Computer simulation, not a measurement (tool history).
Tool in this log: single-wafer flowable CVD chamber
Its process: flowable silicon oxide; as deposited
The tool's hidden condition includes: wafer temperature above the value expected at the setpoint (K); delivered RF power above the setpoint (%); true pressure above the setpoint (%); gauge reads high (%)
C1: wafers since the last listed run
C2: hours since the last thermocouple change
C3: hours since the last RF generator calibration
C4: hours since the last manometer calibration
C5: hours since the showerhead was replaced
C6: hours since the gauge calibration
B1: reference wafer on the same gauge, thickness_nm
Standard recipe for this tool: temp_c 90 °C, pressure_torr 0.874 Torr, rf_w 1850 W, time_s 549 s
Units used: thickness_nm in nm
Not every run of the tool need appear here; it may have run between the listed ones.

run 1 hour=0 | temp_c=90 pressure_torr=0.874 rf_w=1850 time_s=549 | C1=0 C2=774.1 C3=460.4 C4=2117.6 C5=4857.5 C6=1610.9 | B1=504.744 | thickness_nm=494.128
run 2 hour=94.7 | temp_c=90 pressure_torr=0.874 rf_w=1850 time_s=549 | C1=341 C2=868.8 C3=555.1 C4=2212.3 C5=4952.2 C6=1705.6 | B1=505.197 | thickness_nm=493.532
run 3 hour=186.1 | temp_c=90 pressure_torr=0.874 rf_w=1850 time_s=549 | C1=329 C2=960.2 C3=646.5 C4=2303.7 C5=5043.6 C6=1797 | B1=504.923 | thickness_nm=491.267
-- hour=261.5 thermocouple changed; heater temperature recalibrated
run 4 hour=262 | temp_c=90 pressure_torr=0.874 rf_w=1850 time_s=549 | C1=245 C2=0.5 C3=722.4 C4=2379.6 C5=5119.5 C6=1872.9 | B1=505.1 | thickness_nm=491.446
-- hour=286.4 gauge calibrated
run 5 hour=355.1 | temp_c=90 pressure_torr=0.874 rf_w=1850 time_s=549 | C1=336 C2=93.6 C3=815.5 C4=2472.7 C5=5212.6 C6=68.7 | B1=505.274 | thickness_nm=489.859
run 6 hour=445.6 | temp_c=90 pressure_torr=0.874 rf_w=2000 time_s=549 | C1=326 C2=184.1 C3=906 C4=2563.2 C5=5303.1 C6=159.2 | B1=504.904 | thickness_nm=500.894
run 7 hour=552.4 | temp_c=90 pressure_torr=0.874 rf_w=2000 time_s=549 | C1=385 C2=290.9 C3=1012.8 C4=2670 C5=5409.9 C6=266 | B1=505.116 | thickness_nm=501.023
-- hour=590 capacitance manometer re-zeroed and calibrated
-- hour=601.3 RF generator calibrated
run 8 hour=601.8 | temp_c=90 pressure_torr=0.874 rf_w=2000 time_s=549 | C1=120 C2=340.3 C3=0.5 C4=11.8 C5=5459.3 C6=315.4 | B1=504.891 | thickness_nm=492.655
run 9 hour=690.6 | temp_c=83 pressure_torr=0.874 rf_w=2115 time_s=549 | C1=320 C2=429.1 C3=89.3 C4=100.6 C5=5548.1 C6=404.2 | B1=504.652 | thickness_nm=602.601
run 10 hour=729.5 | temp_c=90 pressure_torr=0.874 rf_w=1850 time_s=549 | C1=140 C2=468 C3=128.2 C4=139.5 C5=5587 C6=443.1 | B1=505.071 | thickness_nm=478.75
run 11 hour=788.9 | temp_c=90 pressure_torr=0.874 rf_w=1850 time_s=549 | C1=214 C2=527.4 C3=187.6 C4=198.9 C5=5646.4 C6=502.5 | B1=504.785 | thickness_nm=478.625
run 12 hour=895.1 | temp_c=80 pressure_torr=0.781 rf_w=1850 time_s=466 | C1=383 C2=633.6 C3=293.8 C4=305.1 C5=5752.6 C6=608.7 | B1=505.501 | thickness_nm=480.308
run 13 hour=987.2 | temp_c=90 pressure_torr=0.874 rf_w=1850 time_s=549 | C1=332 C2=725.7 C3=385.9 C4=397.2 C5=5844.7 C6=700.8 | B1=505.26 | thickness_nm=476.52
run 14 hour=1060.2 | temp_c=90 pressure_torr=0.993 rf_w=1850 time_s=456 | C1=263 C2=798.7 C3=458.9 C4=470.2 C5=5917.7 C6=773.8 | B1=504.762 | thickness_nm=439.529
-- hour=1125.6 RF generator calibrated, repeated, since the last time left the tool worse
run 15 hour=1144 | temp_c=79 pressure_torr=1.023 rf_w=1850 time_s=549 | C1=273 C2=882.5 C3=18.4 C4=554 C5=6001.5 C6=857.6 | B1=504.89 | thickness_nm=749.14
run 16 hour=1198.9 | temp_c=90 pressure_torr=0.874 rf_w=1850 time_s=549 | C1=198 C2=937.4 C3=73.3 C4=608.9 C5=6056.4 C6=912.5 | B1=504.66 | thickness_nm=494.974
-- hour=1254.7 thermocouple changed; heater temperature recalibrated
run 17 hour=1255.2 | temp_c=90 pressure_torr=0.933 rf_w=1850 time_s=549 | C1=174 C2=0.5 C3=129.6 C4=665.2 C5=6112.7 C6=968.8 | B1=504.943 | thickness_nm=520.952
run 18 hour=1319.5 | temp_c=90 pressure_torr=1.081 rf_w=1955 time_s=549 | C1=232 C2=64.8 C3=193.9 C4=729.5 C5=6177 C6=1033.1 | B1=504.685 | thickness_nm=597.253
-- hour=1334.2 showerhead replaced
run 19 hour=1355.6 | temp_c=94 pressure_torr=1 rf_w=1965 time_s=591 | C1=101 C2=100.9 C3=230 C4=765.6 C5=21.4 C6=1069.2 | B1=505.054 | thickness_nm=534.997
run 20 hour=1404.2 | temp_c=90 pressure_torr=0.874 rf_w=1850 time_s=549 | C1=175 C2=149.5 C3=278.6 C4=814.2 C5=70 C6=1117.8 | B1=504.75 | thickness_nm=495.63
run 21 hour=1465.5 | temp_c=90 pressure_torr=0.933 rf_w=1850 time_s=549 | C1=221 C2=210.8 C3=339.9 C4=875.5 C5=131.3 C6=1179.1 | B1=504.565 | thickness_nm=521.452
run 22 hour=1515.9 | temp_c=99 pressure_torr=0.874 rf_w=2205 time_s=549 | C1=181 C2=261.2 C3=390.3 C4=925.9 C5=181.7 C6=1229.5 | B1=505.059 | thickness_nm=396.381
run 23 hour=1623.5 | temp_c=90 pressure_torr=1.073 rf_w=1850 time_s=591 | C1=388 C2=368.8 C3=497.9 C4=1033.5 C5=289.3 C6=1337.1 | B1=504.297 | thickness_nm=629.334
run 24 hour=1673 | temp_c=90 pressure_torr=0.874 rf_w=1850 time_s=614 | C1=178 C2=418.3 C3=547.4 C4=1083 C5=338.8 C6=1386.6 | B1=505.17 | thickness_nm=552.373
run 25 hour=1745.2 | temp_c=99 pressure_torr=0.874 rf_w=1850 time_s=600 | C1=260 C2=490.5 C3=619.6 C4=1155.2 C5=411 C6=1458.8 | B1=505.141 | thickness_nm=411.96
run 26 hour=1786.5 | temp_c=90 pressure_torr=0.81 rf_w=2095 time_s=463 | C1=149 C2=531.8 C3=660.9 C4=1196.5 C5=452.3 C6=1500.1 | B1=505.152 | thickness_nm=405.563
run 27 hour=1834.1 | temp_c=90 pressure_torr=0.874 rf_w=1620 time_s=549 | C1=171 C2=579.4 C3=708.5 C4=1244.1 C5=499.9 C6=1547.7 | B1=504.854 | thickness_nm=468.963
run 28 hour=1879.5 | temp_c=90 pressure_torr=0.748 rf_w=1955 time_s=511 | C1=163 C2=624.8 C3=753.9 C4=1289.5 C5=545.3 C6=1593.1 | B1=504.923 | thickness_nm=410.214
run 29 hour=1920.6 | temp_c=103 pressure_torr=0.874 rf_w=2155 time_s=614 | C1=148 C2=665.9 C3=795 C4=1330.6 C5=586.4 C6=1634.2 | B1=504.843 | thickness_nm=390.137

Branching from run 29: 3 alternative next runs. What would each branch give?
run A hour=1921.2 | temp_c=90 pressure_torr=0.874 rf_w=1850 time_s=549 | C1=2 C2=666.5 C3=795.6 C4=1331.2 C5=587 C6=1634.8 | B1=? | thickness_nm=?
run B hour=1921.2 | temp_c=90 pressure_torr=0.989 rf_w=1850 time_s=549 | C1=2 C2=666.5 C3=795.6 C4=1331.2 C5=587 C6=1634.8 | B1=? | thickness_nm=?
run C hour=1921.2 | temp_c=84 pressure_torr=0.874 rf_w=2070 time_s=549 | C1=2 C2=666.5 C3=795.6 C4=1331.2 C5=587 C6=1634.8 | B1=? | thickness_nm=?

run=A B1=505.181 thickness_nm=492.139
run=B B1=505.181 thickness_nm=543.5
run=C B1=505.181 thickness_nm=593.83
Without the tool's unlogged condition, the same runs would have read:
run=A thickness_nm=495.983
run=B thickness_nm=547.746
run=C thickness_nm=597.373
